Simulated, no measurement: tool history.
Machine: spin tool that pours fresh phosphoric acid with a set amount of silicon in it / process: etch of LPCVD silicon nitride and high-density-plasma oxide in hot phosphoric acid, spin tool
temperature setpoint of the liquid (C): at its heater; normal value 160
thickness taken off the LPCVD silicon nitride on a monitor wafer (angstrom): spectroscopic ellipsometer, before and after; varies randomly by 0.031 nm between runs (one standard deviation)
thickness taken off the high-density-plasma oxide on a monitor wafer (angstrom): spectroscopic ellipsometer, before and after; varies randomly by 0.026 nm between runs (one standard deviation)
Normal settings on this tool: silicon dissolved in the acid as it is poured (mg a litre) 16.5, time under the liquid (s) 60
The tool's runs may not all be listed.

run,hour,temperature setpoint of the liquid (C),silicon dissolved in the acid as it is poured (mg a litre),time under the liquid (s),wafers since the last listed run,hours since the thermometer was replaced,hours since the dissolved silicon flow meter was replaced,hours since the heated supply line was repaired,hours since the gauge calibration,"read-back film thickness of the LPCVD silicon nitride reference wafer, read on the same gauge (nm)","read-back film thickness of the high-density-plasma oxide reference wafer, read on the same gauge (nm)",thickness taken off the LPCVD silicon nitride on a monitor wafer (angstrom),thickness taken off the high-density-plasma oxide on a monitor wafer (angstrom)
1,0,160,16.5,60,0,1506.6,1748.5,2398.2,159.8,100,60.015,45.13,1.87
2,31.5,160,16.5,60,341,1538.1,1780,2429.7,191.3,99.995,60.017,45.28,2.01
3,50.4,162,16.5,50,205,1557,1798.9,2448.6,210.2,99.974,60.024,40.05,2.19
4,77.7,160,16.5,60,296,1584.3,1826.2,2475.9,237.5,100.009,60.043,44.74,1.94
5,108,160,16.5,60,328,1614.6,1856.5,2506.2,267.8,99.991,60.044,44.4,2.08
6,136.5,160,16.5,60,309,1643.1,1885,2534.7,296.3,99.99,60.01,44.39,1.88
7,158.1,159,16.5,60,234,1664.7,1906.6,2556.3,317.9,100.008,60.028,42.46,1.46
# hour 183.1: thermometer replaced
8,192.9,159,16.5,60,366,9.8,1941.4,2591.1,352.7,99.99,59.976,42.92,1.53
# hour 207.5: heated supply line repaired
9,224.4,159,16.5,60,330,41.3,1972.9,16.9,384.2,100.013,60.011,49.23,2.85
10,239.5,161,11,90,163,56.4,1988,32,399.3,100.017,59.981,78,4.88
# hour 251.3: gauge calibrated
# hour 266.5: dissolved silicon flow meter replaced
11,267,157,16.5,60,287,83.9,0.5,59.5,15.7,99.993,59.981,45.71,1.89
12,291.4,160,16.5,60,264,108.3,24.9,83.9,40.1,99.978,60.057,50.96,2.42
13,304.9,160,12,60,146,121.8,38.4,97.4,53.6,100.017,59.982,50.07,2.69
14,329.2,157.5,22.5,60,263,146.1,62.7,121.7,77.9,99.984,60.031,46.62,1.9
15,363.8,160,16.5,60,375,180.7,97.3,156.3,112.5,99.987,59.963,50.34,2.77
16,388.9,161.5,12,60,272,205.8,122.4,181.4,137.6,100.004,60.02,53.33,3.36
17,404.3,160,16.5,60,167,221.2,137.8,196.8,153,99.988,60.036,50.05,2.46

Run 18, settings as shown, results not yet in. Your forecast:
18,435,160,16.5,60,333,251.9,168.5,227.5,183.7,?,?,?,?

Run 18 yielded read-back film thickness of the LPCVD silicon nitride reference wafer, read on the same gauge (nm) 100.013, read-back film thickness of the high-density-plasma oxide reference wafer, read on the same gauge (nm) 60.002, thickness taken off the LPCVD silicon nitride on a monitor wafer (angstrom) 49.84, thickness taken off the high-density-plasma oxide on a monitor wafer (angstrom) 2.76.
On a tool with no hidden condition, and with the same random variation, this run would have come out at thickness taken off the LPCVD silicon nitride on a monitor wafer (angstrom) 50.65, thickness taken off the high-density-plasma oxide on a monitor wafer (angstrom) 2.86.
